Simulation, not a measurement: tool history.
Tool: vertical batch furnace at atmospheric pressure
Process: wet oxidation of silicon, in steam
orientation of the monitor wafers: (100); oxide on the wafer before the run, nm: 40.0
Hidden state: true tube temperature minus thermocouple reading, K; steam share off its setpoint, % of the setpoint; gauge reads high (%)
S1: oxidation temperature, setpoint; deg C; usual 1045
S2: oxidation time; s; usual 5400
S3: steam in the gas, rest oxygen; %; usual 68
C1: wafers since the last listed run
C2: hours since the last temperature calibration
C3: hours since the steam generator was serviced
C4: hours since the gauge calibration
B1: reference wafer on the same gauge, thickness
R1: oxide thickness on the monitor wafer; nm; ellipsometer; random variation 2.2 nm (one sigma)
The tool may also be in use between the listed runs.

{"run": 1, "hour": 0.0, "S1": 1045, "S2": 5400, "S3": 68, "C1": 0, "C2": 3985.7, "C3": 2538.2, "C4": 101.5, "B1": 700.69, "R1": 571.72}
{"run": 2, "hour": 35.6, "S1": 1045, "S2": 3270, "S3": 68, "C1": 705, "C2": 4021.3, "C3": 2573.8, "C4": 137.1, "B1": 700.56, "R1": 423.14}
{"run": 3, "hour": 71.5, "S1": 1045, "S2": 3270, "S3": 68, "C1": 711, "C2": 4057.2, "C3": 2609.7, "C4": 173, "B1": 700.63, "R1": 423.37}
{"run": 4, "hour": 105.1, "S1": 1045, "S2": 5400, "S3": 68, "C1": 666, "C2": 4090.8, "C3": 2643.3, "C4": 206.6, "B1": 700.86, "R1": 568.88}
{"run": 5, "hour": 176.9, "S1": 1045, "S2": 5400, "S3": 68, "C1": 1423, "C2": 4162.6, "C3": 2715.1, "C4": 278.4, "B1": 701.04, "R1": 570.09}
{"run": 6, "hour": 249.2, "S1": 1045, "S2": 5400, "S3": 68, "C1": 1433, "C2": 4234.9, "C3": 2787.4, "C4": 350.7, "B1": 700.8, "R1": 574.52}
{"run": 7, "hour": 274.6, "S1": 1045, "S2": 5400, "S3": 68, "C1": 503, "C2": 4260.3, "C3": 2812.8, "C4": 376.1, "B1": 701.31, "R1": 570.95}
{"run": 8, "hour": 289.0, "S1": 1045, "S2": 4080, "S3": 68, "C1": 285, "C2": 4274.7, "C3": 2827.2, "C4": 390.5, "B1": 700.85, "R1": 478.79}
{"run": 9, "hour": 312.0, "S1": 1045, "S2": 5400, "S3": 68, "C1": 455, "C2": 4297.7, "C3": 2850.2, "C4": 413.5, "B1": 701.03, "R1": 567.31}
{"run": 10, "hour": 329.5, "S1": 1031, "S2": 5400, "S3": 68, "C1": 346, "C2": 4315.2, "C3": 2867.7, "C4": 431, "B1": 701.26, "R1": 523.84}
{"hour": 363.1, "done": "thermocouples replaced and temperature profile calibrated"}
{"run": 11, "hour": 363.6, "S1": 1031, "S2": 5400, "S3": 68, "C1": 200, "C2": 0.5, "C3": 2901.8, "C4": 465.1, "B1": 701.21, "R1": 527.02}
{"run": 12, "hour": 376.2, "S1": 1045, "S2": 5400, "S3": 68, "C1": 249, "C2": 13.1, "C3": 2914.4, "C4": 477.7, "B1": 700.88, "R1": 569.29}
{"run": 13, "hour": 394.9, "S1": 1045, "S2": 5400, "S3": 68, "C1": 370, "C2": 31.8, "C3": 2933.1, "C4": 496.4, "B1": 700.78, "R1": 569.75}
{"run": 14, "hour": 429.4, "S1": 1045, "S2": 5400, "S3": 68, "C1": 683, "C2": 66.3, "C3": 2967.6, "C4": 530.9, "B1": 700.52, "R1": 567.32}
{"run": 15, "hour": 444.6, "S1": 1045, "S2": 5400, "S3": 68, "C1": 301, "C2": 81.5, "C3": 2982.8, "C4": 546.1, "B1": 701.1, "R1": 565.26}
{"run": 16, "hour": 475.5, "S1": 1045, "S2": 5400, "S3": 68, "C1": 612, "C2": 112.4, "C3": 3013.7, "C4": 577, "B1": 701.18, "R1": 566.33}
{"run": 17, "hour": 492.6, "S1": 1045, "S2": 5400, "S3": 68, "C1": 338, "C2": 129.5, "C3": 3030.8, "C4": 594.1, "B1": 701.1, "R1": 565.75}
{"run": 18, "hour": 526.5, "S1": 1045, "S2": 5400, "S3": 68, "C1": 671, "C2": 163.4, "C3": 3064.7, "C4": 628, "B1": 700.94, "R1": 565.86}
{"run": 19, "hour": 539.7, "S1": 1024, "S2": 4710, "S3": 57, "C1": 261, "C2": 176.6, "C3": 3077.9, "C4": 641.2, "B1": 701.47, "R1": 417.26}
{"run": 20, "hour": 562.6, "S1": 1063, "S2": 7110, "S3": 73, "C1": 453, "C2": 199.5, "C3": 3100.8, "C4": 664.1, "B1": 700.76, "R1": 752.78}
{"run": 21, "hour": 577.8, "S1": 1064, "S2": 7080, "S3": 79, "C1": 301, "C2": 214.7, "C3": 3116, "C4": 679.3, "B1": 701.25, "R1": 787.84}
{"run": 22, "hour": 593.3, "S1": 1045, "S2": 7380, "S3": 68, "C1": 307, "C2": 230.2, "C3": 3131.5, "C4": 694.8, "B1": 701.17, "R1": 677.76}
{"run": 23, "hour": 614.7, "S1": 1045, "S2": 4350, "S3": 73, "C1": 424, "C2": 251.6, "C3": 3152.9, "C4": 716.2, "B1": 701.39, "R1": 521.69}
{"run": 24, "hour": 633.9, "S1": 1054, "S2": 3780, "S3": 63, "C1": 380, "C2": 270.8, "C3": 3172.1, "C4": 735.4, "B1": 701.36, "R1": 457.2}
{"run": 25, "hour": 648.6, "S1": 1027, "S2": 5400, "S3": 75, "C1": 291, "C2": 285.5, "C3": 3186.8, "C4": 750.1, "B1": 701.13, "R1": 543.08}
{"run": 26, "hour": 710.8, "S1": 1045, "S2": 5400, "S3": 68, "C1": 1232, "C2": 347.7, "C3": 3249, "C4": 812.3, "B1": 700.75, "R1": 562.22}
{"run": 27, "hour": 727.9, "S1": 1045, "S2": 5400, "S3": 68, "C1": 338, "C2": 364.8, "C3": 3266.1, "C4": 829.4, "B1": 700.65, "R1": 563.88}
{"run": 28, "hour": 751.9, "S1": 1032, "S2": 5400, "S3": 63, "C1": 475, "C2": 388.8, "C3": 3290.1, "C4": 853.4, "B1": 701.68, "R1": 501.57}
{"hour": 795.5, "done": "steam generator serviced"}
{"run": 29, "hour": 796.0, "S1": 1062, "S2": 5400, "S3": 68, "C1": 398, "C2": 432.9, "C3": 0.5, "C4": 897.5, "B1": 701.24, "R1": 644.31}
{"hour": 798.8, "done": "gauge calibrated"}
{"run": 30, "hour": 800.3, "S1": 1058, "S2": 8040, "S3": 71, "C1": 85, "C2": 437.2, "C3": 4.8, "C4": 1.5, "B1": 700.81, "R1": 812.2}
{"run": 31, "hour": 809.7, "S1": 1045, "S2": 5400, "S3": 68, "C1": 186, "C2": 446.6, "C3": 14.2, "C4": 10.9, "B1": 701.24, "R1": 593.84}
{"run": 32, "hour": 834.5, "S1": 1045, "S2": 5400, "S3": 61, "C1": 491, "C2": 471.4, "C3": 39, "C4": 35.7, "B1": 701.07, "R1": 558.03}
{"run": 33, "hour": 864.1, "S1": 1045, "S2": 5400, "S3": 68, "C1": 586, "C2": 501, "C3": 68.6, "C4": 65.3, "B1": 700.83, "R1": 593.75}
{"run": 34, "hour": 887.8, "S1": 1067, "S2": 3900, "S3": 61, "C1": 469, "C2": 524.7, "C3": 92.3, "C4": 89, "B1": 701.06, "R1": 513.26}
{"run": 35, "hour": 908.4, "S1": 1027, "S2": 7950, "S3": 61, "C1": 408, "C2": 545.3, "C3": 112.9, "C4": 109.6, "B1": 701.35, "R1": 638.15}
{"run": 36, "hour": 955.6, "S1": 1045, "S2": 5400, "S3": 68, "C1": 935, "C2": 592.5, "C3": 160.1, "C4": 156.8, "B1": 701.58, "R1": 591.47}
{"run": 37, "hour": 991.5, "S1": 1045, "S2": 5400, "S3": 68, "C1": 711, "C2": 628.4, "C3": 196, "C4": 192.7, "B1": 700.81, "R1": 593.5}
{"run": 38, "hour": 1019.6, "S1": 1059, "S2": 5400, "S3": 68, "C1": 556, "C2": 656.5, "C3": 224.1, "C4": 220.8, "B1": 700.95, "R1": 629.3}
{"run": 39, "hour": 1115.9, "S1": 1038, "S2": 5400, "S3": 68, "C1": 1908, "C2": 752.8, "C3": 320.4, "C4": 317.1, "B1": 701.56, "R1": 568.84}

3 ways to go on from here, each from the tool as it stands after run 39. What would each give?
{"run": "A", "hour": 1120.3, "S1": 1045, "S2": 3870, "S3": 68, "C1": 87, "C2": 757.2, "C3": 324.8, "C4": 321.5, "B1": "?", "R1": "?"}
{"run": "B", "hour": 1120.3, "S1": 1045, "S2": 3390, "S3": 68, "C1": 87, "C2": 757.2, "C3": 324.8, "C4": 321.5, "B1": "?", "R1": "?"}
{"run": "C", "hour": 1120.3, "S1": 1036, "S2": 4590, "S3": 65, "C1": 87, "C2": 757.2, "C3": 324.8, "C4": 321.5, "B1": "?", "R1": "?"}

run=A B1=700.96 R1=488.19
run=B B1=700.96 R1=450.73
run=C B1=700.96 R1=501.64
Without the tool's hidden state the same runs would have given:
run=A R1=491.48
run=B R1=453.79
run=C R1=505.05
